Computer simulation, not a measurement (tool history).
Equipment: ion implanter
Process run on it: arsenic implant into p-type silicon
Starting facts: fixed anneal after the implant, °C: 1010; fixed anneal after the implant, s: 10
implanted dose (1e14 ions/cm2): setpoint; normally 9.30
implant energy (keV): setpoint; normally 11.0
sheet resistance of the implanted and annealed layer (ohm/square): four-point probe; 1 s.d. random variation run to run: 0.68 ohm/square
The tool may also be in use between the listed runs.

run    hour  implanted dose (1e14 ions/cm2)  implant energy (keV)  wafers since the last listed run  hours since the last dose calibration  hours since the extraction supply was calibrated  hours since the gauge calibration  read-back reference wafer on the same gauge, sheet resistance  sheet resistance of the implanted and annealed layer (ohm/square)
  1     0.0                            9.30                  11.0                                 0                                 1539.8                                            5352.6                              744.7                                                         142.09                                                             160.01
  2    62.2                            9.30                  11.0                               965                                 1602.0                                            5414.8                              806.9                                                         142.23                                                             160.69
  3   103.8                            9.30                  11.0                               645                                 1643.6                                            5456.4                              848.5                                                         142.26                                                             161.28
  4   168.2                            9.30                  11.0                               999                                 1708.0                                            5520.8                              912.9                                                         142.16                                                             160.11
  5   204.6                            9.30                  11.0                               564                                 1744.4                                            5557.2                              949.3                                                         142.22                                                             160.65
  6   232.4                            8.07                  11.0                               431                                 1772.2                                            5585.0                              977.1                                                         142.24                                                             171.62
  7   288.5                            8.07                  11.0                               870                                 1828.3                                            5641.1                             1033.2                                                         142.63                                                             170.72
  8   359.0                            9.30                  11.0                              1093                                 1898.8                                            5711.6                             1103.7                                                         142.44                                                             160.78
  9   422.4                           10.48                  12.0                               983                                 1962.2                                            5775.0                             1167.1                                                         142.80                                                             151.39
 10   454.4                           10.48                  12.0                               496                                 1994.2                                            5807.0                             1199.1                                                         142.78                                                             151.53
 11   513.3                           10.48                  12.0                               913                                 2053.1                                            5865.9                             1258.0                                                         142.91                                                             151.90
      532.8  -- Faraday cup replaced and dose calibrated
 12   554.3                            9.30                  11.0                               512                                   21.5                                            5906.9                             1299.0                                                         143.18                                                             162.14
 13   608.1                            9.30                  12.0                               834                                   75.3                                            5960.7                             1352.8                                                         143.08                                                             159.21
 14   668.2                            9.30                  11.0                               932                                  135.4                                            6020.8                             1412.9                                                         143.55                                                             161.60
 15   719.5                            7.57                  12.5                               795                                  186.7                                            6072.1                             1464.2                                                         143.55                                                             172.55
 16   785.2                            8.55                  11.0                              1019                                  252.4                                            6137.8                             1529.9                                                         143.74                                                             168.88
      812.0  -- extraction supply calibrated
 17   832.0                            7.17                  11.0                               602                                  299.2                                              20.0                             1576.7                                                         143.93                                                             182.64
 18   892.9                            9.30                  11.0                               944                                  360.1                                              80.9                             1637.6                                                         144.07                                                             163.36
 19  1056.2                            7.00                  13.0                              2533                                  523.4                                             244.2                             1800.9                                                         144.70                                                             181.56
     1105.8  -- gauge calibrated
 20  1123.9                            8.05                  12.0                              1050                                  591.1                                             311.9                               18.1                                                         141.75                                                             167.60
 21  1176.0                            8.07                  11.0                               808                                  643.2                                             364.0                               70.2                                                         141.95                                                             170.27
 22  1246.0                            9.30                  11.0                              1086                                  713.2                                             434.0                              140.2                                                         141.85                                                             160.21
 23  1297.4                           10.60                  14.0                               797                                  764.6                                             485.4                              191.6                                                         141.75                                                             145.42
 24  1399.8                            7.27                   7.5                              1588                                  867.0                                             587.8                              294.0                                                         142.06                                                             190.02
 25  1454.1                           11.26                  14.5                               842                                  921.3                                             642.1                              348.3                                                         141.75                                                             139.64
 26  1490.0                            9.30                  11.0                               557                                  957.2                                             678.0                              384.2                                                         141.94                                                             160.49
 27  1519.5                           10.49                  14.0                               457                                  986.7                                             707.5                              413.7                                                         141.94                                                             145.36
 28  1553.7                            9.30                   7.0                               530                                 1020.9                                             741.7                              447.9                                                         142.03                                                             173.94
 29  1592.7                           11.57                  14.0                               605                                 1059.9                                             780.7                              486.9                                                         142.20                                                             139.62
 30  1650.5                           10.15                  11.0                               896                                 1117.7                                             838.5                              544.7                                                         141.94                                                             156.16
 31  1720.9                            9.30                  11.0                              1092                                 1188.1                                             908.9                              615.1                                                         142.05                                                             160.92
 32  1762.3                            9.30                  11.0                               642                                 1229.5                                             950.3                              656.5                                                         142.08                                                             160.39
 33  1807.1                            8.12                  11.0                               695                                 1274.3                                             995.1                              701.3                                                         142.30                                                             170.83
 34  1860.7                            7.91                   9.0                               831                                 1327.9                                            1048.7                              754.9                                                         142.31                                                             178.34
 35  1923.3                           10.48                  12.0                               971                                 1390.5                                            1111.3                              817.5                                                         142.44                                                             151.92
 36  1982.4                            9.30                  11.0                               916                                 1449.6                                            1170.4                              876.6                                                         142.50                                                             161.65

Each row is a separate what-if for the run after 36, all from the same tool condition, not one after another. Results?
  A  1982.8                            9.30                  11.0                                 6                                 1450.0                                            1170.8                              877.0                                                              ?                                                                  ?
  B  1982.8                           11.37                   9.0                                 6                                 1450.0                                            1170.8                              877.0                                                              ?                                                                  ?
  C  1982.8                            8.26                  10.0                                 6                                 1450.0                                            1170.8                              877.0                                                              ?                                                                  ?
  D  1982.8                            7.83                  13.5                                 6                                 1450.0                                            1170.8                              877.0                                                              ?                                                                  ?
  E  1982.8                            8.09                  11.0                                 6                                 1450.0                                            1170.8                              877.0                                                              ?                                                                  ?

run  read-back reference wafer on the same gauge, sheet resistance  sheet resistance of the implanted and annealed layer (ohm/square)
  A                                                         142.54                                                             160.84
  B                                                         142.54                                                             156.91
  C                                                         142.54                                                             171.72
  D                                                         142.54                                                             166.53
  E                                                         142.54                                                             170.35
What these runs would have given with no unlogged condition in the tool:
run  sheet resistance of the implanted and annealed layer (ohm/square)
  A                                                             160.26
  B                                                             156.34
  C                                                             171.10
  D                                                             165.93
  E                                                             169.73

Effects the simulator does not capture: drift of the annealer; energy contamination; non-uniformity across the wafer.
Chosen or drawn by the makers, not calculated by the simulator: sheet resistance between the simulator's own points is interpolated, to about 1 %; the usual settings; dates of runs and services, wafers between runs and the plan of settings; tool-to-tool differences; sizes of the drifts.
